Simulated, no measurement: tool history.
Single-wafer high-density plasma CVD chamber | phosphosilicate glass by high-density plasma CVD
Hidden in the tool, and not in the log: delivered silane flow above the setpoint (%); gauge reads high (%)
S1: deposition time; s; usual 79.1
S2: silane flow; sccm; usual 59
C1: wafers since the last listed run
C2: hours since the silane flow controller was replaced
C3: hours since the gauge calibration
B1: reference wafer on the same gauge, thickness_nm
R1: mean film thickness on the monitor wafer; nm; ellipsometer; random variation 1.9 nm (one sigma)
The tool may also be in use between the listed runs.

run,hour,S1,S2,C1,C2,C3,B1,R1
1,0.0,79.1,59,0,2867.0,352.4,549.369,458.641
2,34.4,79.1,54,338,2901.4,386.8,548.398,421.829
3,102.8,79.1,59,672,2969.8,455.2,547.283,462.080
4,132.1,79.1,59,287,2999.1,484.5,545.552,459.877
5,166.2,79.1,59,335,3033.2,518.6,544.533,459.808
6,201.3,79.1,59,344,3068.3,553.7,544.286,456.331
7,252.9,79.1,59,507,3119.9,605.3,542.778,454.958
8,307.8,79.1,59,539,3174.8,660.2,538.750,453.491
9,332.3,79.1,59,240,3199.3,684.7,538.971,457.107
10,365.0,67.7,64,321,3232.0,717.4,538.236,422.198
# hour 373.8: gauge calibrated
11,415.7,79.1,59,498,3282.7,41.9,548.290,461.633
12,449.4,79.1,59,331,3316.4,75.6,549.048,462.619
# hour 477.2: silane flow controller replaced
13,492.9,70.7,65,348,15.7,119.1,548.890,454.122
14,537.0,71.9,59,433,59.8,163.2,547.798,420.288
15,581.1,91.7,50,433,103.9,207.3,548.381,455.539
16,623.6,69.8,59,417,146.4,249.8,546.646,409.398
17,693.0,83.4,53,681,215.8,319.2,545.787,433.390

Some steps in R1 between neighbouring runs. How much of each would the tool show without its hidden state too (settings, what came in, random variation), and how much is left for the hidden state, with any gauge scatter that isn't in both results?
Run 10 -> 11: S1 67.7 -> 79.1, S2 64 -> 59, gauge calibrated. R1 +39.435 nm: hidden state +8.363, all else +31.072.
Run 15 -> 16: S1 91.7 -> 69.8, S2 50 -> 59. R1 -46.141 nm: hidden state -0.041, all else -46.100.
